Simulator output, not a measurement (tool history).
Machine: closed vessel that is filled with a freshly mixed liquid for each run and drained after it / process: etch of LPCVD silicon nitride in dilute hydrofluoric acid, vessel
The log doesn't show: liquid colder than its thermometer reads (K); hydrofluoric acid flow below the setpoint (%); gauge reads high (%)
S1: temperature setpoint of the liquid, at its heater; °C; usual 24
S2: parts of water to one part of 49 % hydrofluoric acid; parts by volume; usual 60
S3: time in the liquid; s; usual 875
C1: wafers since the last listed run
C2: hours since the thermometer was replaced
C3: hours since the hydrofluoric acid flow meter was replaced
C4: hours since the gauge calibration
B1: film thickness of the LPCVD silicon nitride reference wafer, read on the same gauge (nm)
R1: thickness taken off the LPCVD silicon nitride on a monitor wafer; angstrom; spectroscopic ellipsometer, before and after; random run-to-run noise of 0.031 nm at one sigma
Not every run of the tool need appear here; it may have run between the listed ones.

run,hour,S1,S2,S3,C1,C2,C3,C4,B1,R1
1,0,24,60,875,0,961.1,1561.2,173.4,59.99,66.3
2,52.8,24,60,875,2695,1013.9,1614,226.2,59.98,66.4
3,88.9,24,60,875,1843,1050,1650.1,262.3,59.98,66.1
4,148.7,24,60,875,3053,1109.8,1709.9,322.1,60.01,66.3
5,178.9,24,60,875,1541,1140,1740.1,352.3,60,66
6,368.6,24,60,875,9685,1329.7,1929.8,542,60,65.9
7,436.8,24,60,875,3481,1397.9,1998,610.2,60,65.3
8,463.6,28,60,875,1368,1424.7,2024.8,637,60.02,84.8
9,488,24,40,875,1245,1449.1,2049.2,661.4,60.02,96.2
10,544.5,24,40,875,2884,1505.6,2105.7,717.9,59.98,97.4
# hour 581: gauge calibrated
11,589.2,24,40,875,2282,1550.3,2150.4,8.2,59.97,96.9
12,648.8,24,60,875,3042,1609.9,2210,67.8,60.01,64.8
13,675.4,24,60,875,1358,1636.5,2236.6,94.4,59.98,64.5
14,744.2,21.5,85,875,3512,1705.3,2305.4,163.2,59.99,38.7
15,788.9,24,45,1055,2282,1750,2350.1,207.9,60,103.8
16,848.1,24,60,875,3022,1809.2,2409.3,267.1,60.01,64.2
17,915.6,25.5,60,875,3446,1876.7,2476.8,334.6,60,70.8
18,977.1,21.5,85,1300,3139,1938.2,2538.3,396.1,59.98,57.1
19,1009.3,19.5,85,515,1643,1970.4,2570.5,428.3,60.01,19.7
20,1045.2,20.5,45,580,1832,2006.3,2606.4,464.2,60,44.2
# hour 1052.3: hydrofluoric acid flow meter replaced
21,1102.7,20,85,1310,2884,2063.8,50.4,521.7,60.02,56.4
# hour 1115.1: thermometer replaced
22,1165.8,24,30,630,3170,50.7,113.5,584.8,59.98,97.6
23,1213.1,24,60,1145,2414,98,160.8,632.1,59.99,90.3
24,1265.8,19.5,45,1080,2690,150.7,213.5,684.8,60.01,83
25,1325.7,24,60,875,3058,210.6,273.4,744.7,60,69.2
26,1392.9,24,60,875,3430,277.8,340.6,811.9,60.03,68.6
27,1429.6,27.5,60,875,1873,314.5,377.3,848.6,60.02,87

What was the tool's hidden state at every run in the log?
liquid colder than its thermometer reads (K): 0 across all the runs
gauge reads high (%): 0 across all the runs
H1: hydrofluoric acid flow below the setpoint (%)
run,H1
1,4.97
2,5.13
3,5.25
4,5.43
5,5.53
6,6.12
7,6.33
8,6.41
9,6.49
10,6.66
11,6.8
12,6.99
13,7.07
14,7.29
15,7.43
16,7.61
17,7.82
18,8.01
19,8.11
20,8.22
21,0.53
22,0.726
23,0.874
24,1.04
25,1.22
26,1.43
27,1.55
